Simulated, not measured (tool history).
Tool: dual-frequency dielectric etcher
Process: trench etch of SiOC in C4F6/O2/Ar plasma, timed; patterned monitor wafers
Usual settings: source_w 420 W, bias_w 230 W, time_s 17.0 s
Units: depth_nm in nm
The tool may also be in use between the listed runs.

run,hour,source_w,bias_w,time_s,wafers since the last listed run,hours since the last wet clean,hours since the last source power generator calibration,hours since the last bias power generator calibration,hours since the last upper electrode change,hours since the gauge calibration,"read-back reference wafer on the same gauge, depth_nm",depth_nm
1,0.0,420,230,18.5,0,22.5,3007.2,4679.8,2563.1,963.8,36.19,47.33
2,19.7,420,230,17.0,492,42.2,3026.9,4699.5,2582.8,983.5,36.20,43.54
3,31.9,420,230,17.0,305,54.4,3039.1,4711.7,2595.0,995.7,36.21,43.46
# hour 42.4: bias power generator calibrated
4,46.7,420,230,17.0,270,69.2,3053.9,4.3,2609.8,1010.5,36.20,43.61
5,71.8,420,230,17.0,627,94.3,3079.0,29.4,2634.9,1035.6,36.18,43.70
6,89.5,420,230,17.0,442,112.0,3096.7,47.1,2652.6,1053.3,36.20,43.60
7,122.1,460,277,13.5,815,144.6,3129.3,79.7,2685.2,1085.9,36.21,37.16
8,148.7,420,181,19.0,665,171.2,3155.9,106.3,2711.8,1112.5,36.19,47.09
9,178.8,420,230,17.0,752,201.3,3186.0,136.4,2741.9,1142.6,36.20,43.63
# hour 206.4: source power generator calibrated
10,212.6,420,230,17.0,745,235.1,6.2,170.2,2775.7,1176.4,36.20,44.74
11,231.7,460,230,17.0,477,254.2,25.3,189.3,2794.8,1195.5,36.19,46.38
# hour 269.2: upper electrode replaced
12,269.7,420,230,17.0,350,292.2,63.3,227.3,0.5,1233.5,36.21,44.80
13,305.5,420,230,20.5,895,328.0,99.1,263.1,36.3,1269.3,36.21,54.02
14,334.5,420,230,17.0,725,357.0,128.1,292.1,65.3,1298.3,36.21,44.76
# hour 341.4: gauge calibrated
15,349.3,420,230,17.0,370,371.8,142.9,306.9,80.1,7.9,36.20,44.86
16,361.3,420,230,17.0,300,383.8,154.9,318.9,92.1,19.9,36.19,44.86
17,395.7,420,271,17.0,860,418.2,189.3,353.3,126.5,54.3,36.20,46.21
18,428.3,420,250,17.0,815,450.8,221.9,385.9,159.1,86.9,36.21,45.60
19,454.3,420,265,17.0,650,476.8,247.9,411.9,185.1,112.9,36.20,46.15
# hour 491.0: wet clean of the chamber
20,491.5,340,180,14.0,330,0.5,285.1,449.1,222.3,150.1,36.22,32.23
21,497.6,380,276,14.5,152,6.6,291.2,455.2,228.4,156.2,36.20,37.46
22,514.0,370,230,18.5,410,23.0,307.6,471.6,244.8,172.6,36.20,45.93
23,537.5,370,255,17.0,587,46.5,331.1,495.1,268.3,196.1,36.20,43.07
24,560.0,340,280,20.5,562,69.0,353.6,517.6,290.8,218.6,36.20,51.10
25,575.2,470,192,13.5,380,84.2,368.8,532.8,306.0,233.8,36.20,35.66
26,603.2,420,180,17.0,700,112.2,396.8,560.8,334.0,261.8,36.21,42.68
27,639.1,330,259,12.0,897,148.1,432.7,596.7,369.9,297.7,36.18,29.21
28,655.2,460,282,21.5,402,164.2,448.8,612.8,386.0,313.8,36.20,60.30
29,671.3,330,278,15.0,402,180.3,464.9,628.9,402.1,329.9,36.20,36.97
30,686.4,420,230,17.0,377,195.4,480.0,644.0,417.2,345.0,36.19,44.47

Forecast each of these 4 alternatives for the next run:
A,686.8,420,230,17.0,10,195.8,480.4,644.4,417.6,345.4,?,?
B,686.8,330,273,21.0,10,195.8,480.4,644.4,417.6,345.4,?,?
C,686.8,320,230,19.0,10,195.8,480.4,644.4,417.6,345.4,?,?
D,686.8,340,186,20.5,10,195.8,480.4,644.4,417.6,345.4,?,?

run,"read-back reference wafer on the same gauge, depth_nm",depth_nm
A,36.21,44.53
B,36.21,51.69
C,36.21,44.78
D,36.21,47.78
Without the tool's hidden state the same runs would have given:
run,depth_nm
A,44.40
B,51.54
C,44.65
D,47.64
